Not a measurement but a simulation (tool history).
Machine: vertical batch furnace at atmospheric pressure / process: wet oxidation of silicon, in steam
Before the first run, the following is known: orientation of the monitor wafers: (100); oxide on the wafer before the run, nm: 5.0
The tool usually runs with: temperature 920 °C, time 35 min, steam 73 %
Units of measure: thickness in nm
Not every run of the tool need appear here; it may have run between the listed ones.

run     day  temperature  time  steam  read-back reference wafer on the same gauge, thickness  thickness
  1       0          920    35     73                                                   97.67      88.58
  2   1.425          920    35     73                                                   97.66       88.6
  3    2.65          920    35     73                                                   97.73      88.67
  4   3.371          920    35     73                                                   97.78      88.44
  5   5.796          920  28.5     73                                                   97.67      73.58
  6   7.221          920  28.5     73                                                    97.7      73.71
      8.933  -- thermocouples replaced and temperature profile calibrated
  7   8.954          920    35     73                                                   97.69       88.5
  8   9.383          920    35     73                                                    97.7      88.53
  9  10.388          920    35     73                                                   97.68      87.95
 10  11.592          920    35     73                                                   97.68      88.04
     11.671  -- gauge calibrated
 11  12.696          905    41     73                                                   97.69      83.48
 12  13.758          906    35     68                                                    97.7      69.23
 13  14.446          927  40.5     81                                                   97.67     118.04
     15.517  -- steam generator serviced
 14  15.538          920    35     73                                                   97.71      95.37
 15  16.275          920    35     73                                                   97.67      95.23
 16  16.804          940    49     67                                                   97.74     147.27
 17  17.525          941    35     73                                                    97.7     120.59
 18  18.771          905    20     62                                                   97.67      41.87
 19  19.746          920    35     84                                                   97.69     107.66
 20  20.708          920    35     77                                                   97.74      99.94
 21  22.208          927    35     73                                                   97.72     103.24

Each row is a separate what-if for the run after 21, all from the same tool condition, not one after another. Results?
  A  22.358          905    35     73                                                       ?          ?
  B  22.358          913    35     81                                                       ?          ?
  C  22.358          920  45.5     73                                                       ?          ?
  D  22.358          898    35     73                                                       ?          ?
  E  22.358          906    30     73                                                       ?          ?

run  read-back reference wafer on the same gauge, thickness  thickness
  A                                                   97.62      78.43
  B                                                   97.62      95.41
  C                                                   97.62     119.13
  D                                                   97.62      70.96
  E                                                   97.62      69.42
Take away the tool's hidden state, keep each run's random variation, and the runs would have read:
run  thickness
  A      78.78
  B      95.83
  C     119.65
  D      71.28
  E      69.73

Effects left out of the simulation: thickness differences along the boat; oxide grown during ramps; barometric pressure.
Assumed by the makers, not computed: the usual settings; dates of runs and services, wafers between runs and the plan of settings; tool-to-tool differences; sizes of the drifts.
